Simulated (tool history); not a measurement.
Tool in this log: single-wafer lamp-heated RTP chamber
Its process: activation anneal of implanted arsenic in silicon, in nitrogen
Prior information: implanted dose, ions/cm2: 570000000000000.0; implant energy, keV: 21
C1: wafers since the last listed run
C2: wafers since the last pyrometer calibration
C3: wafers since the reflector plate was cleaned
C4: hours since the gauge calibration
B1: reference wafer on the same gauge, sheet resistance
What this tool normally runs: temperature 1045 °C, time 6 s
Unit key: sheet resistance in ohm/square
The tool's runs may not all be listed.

{"run": 1, "hour": 0.0, "temperature": 1026, "time": 4, "C1": 0, "C2": 2997, "C3": 9721, "C4": 796, "B1": 218.15, "sheet resistance": 193.09}
{"hour": 12.8, "done": "gauge calibrated"}
{"run": 2, "hour": 69.6, "temperature": 1026, "time": 4, "C1": 1325, "C2": 4323, "C3": 11046, "C4": 56.8, "B1": 217.93, "sheet resistance": 193.72}
{"hour": 125.0, "done": "pyrometer window cleaned and pyrometer calibrated"}
{"run": 3, "hour": 125.5, "temperature": 1045, "time": 5, "C1": 912, "C2": 9, "C3": 11959, "C4": 112.7, "B1": 218.17, "sheet resistance": 188.86}
{"hour": 170.4, "done": "reflector plate cleaned"}
{"run": 4, "hour": 189.6, "temperature": 1045, "time": 5, "C1": 1068, "C2": 1077, "C3": 365, "C4": 176.8, "B1": 217.88, "sheet resistance": 189.67}
{"run": 5, "hour": 226.2, "temperature": 1045, "time": 5, "C1": 697, "C2": 1775, "C3": 1062, "C4": 213.4, "B1": 218.25, "sheet resistance": 188.92}
{"run": 6, "hour": 281.1, "temperature": 1056, "time": 6, "C1": 1045, "C2": 2820, "C3": 2107, "C4": 268.3, "B1": 218.15, "sheet resistance": 187.43}
{"run": 7, "hour": 375.8, "temperature": 1056, "time": 6, "C1": 1803, "C2": 4624, "C3": 3911, "C4": 363, "B1": 217.85, "sheet resistance": 186.45}
{"hour": 430.2, "done": "pyrometer window cleaned and pyrometer calibrated"}
{"run": 8, "hour": 436.9, "temperature": 1056, "time": 6, "C1": 1011, "C2": 128, "C3": 4922, "C4": 424.1, "B1": 218.11, "sheet resistance": 187.41}
{"run": 9, "hour": 536.4, "temperature": 1045, "time": 6, "C1": 1894, "C2": 2023, "C3": 6817, "C4": 523.6, "B1": 217.98, "sheet resistance": 188.71}
{"run": 10, "hour": 634.4, "temperature": 1045, "time": 6, "C1": 1866, "C2": 3889, "C3": 8683, "C4": 621.6, "B1": 217.83, "sheet resistance": 188.98}
{"hour": 653.3, "done": "gauge calibrated"}
{"hour": 679.8, "done": "pyrometer window cleaned and pyrometer calibrated"}
{"run": 11, "hour": 730.4, "temperature": 1045, "time": 6, "C1": 1675, "C2": 964, "C3": 10359, "C4": 77.1, "B1": 218.09, "sheet resistance": 188.52}
{"run": 12, "hour": 769.5, "temperature": 1021, "time": 6, "C1": 744, "C2": 1709, "C3": 11104, "C4": 116.2, "B1": 218.27, "sheet resistance": 191.43}
{"hour": 855.4, "done": "reflector plate cleaned"}
{"run": 13, "hour": 855.9, "temperature": 1056, "time": 8, "C1": 1493, "C2": 3202, "C3": 9, "C4": 202.6, "B1": 217.9, "sheet resistance": 184.61}
{"run": 14, "hour": 943.5, "temperature": 1056, "time": 8, "C1": 1668, "C2": 4870, "C3": 1677, "C4": 290.2, "B1": 218.09, "sheet resistance": 185}
{"hour": 969.5, "done": "pyrometer window cleaned and pyrometer calibrated"}
{"run": 15, "hour": 1007.9, "temperature": 1019, "time": 10, "C1": 1074, "C2": 731, "C3": 2751, "C4": 354.6, "B1": 218.08, "sheet resistance": 189.6}
{"run": 16, "hour": 1058.2, "temperature": 1029, "time": 9, "C1": 957, "C2": 1689, "C3": 3709, "C4": 404.9, "B1": 218.01, "sheet resistance": 188.65}
{"run": 17, "hour": 1138.4, "temperature": 1069, "time": 3, "C1": 1527, "C2": 3217, "C3": 5236, "C4": 485.1, "B1": 218.26, "sheet resistance": 189.53}
{"run": 18, "hour": 1199.2, "temperature": 1016, "time": 5, "C1": 1157, "C2": 4375, "C3": 6394, "C4": 545.9, "B1": 218.03, "sheet resistance": 193.11}

Forecast run 19:
{"hour": 1264.2, "done": "pyrometer window cleaned and pyrometer calibrated"}
{"run": 19, "hour": 1297.0, "temperature": 1029, "time": 9, "C1": 1710, "C2": 625, "C3": 8105, "C4": 643.7, "B1": "?", "sheet resistance": "?"}

B1: 218.05
sheet resistance: 188.85 ohm/square
Had the tool carried no hidden state, the very same run would have given sheet resistance 188.85 ohm/square.
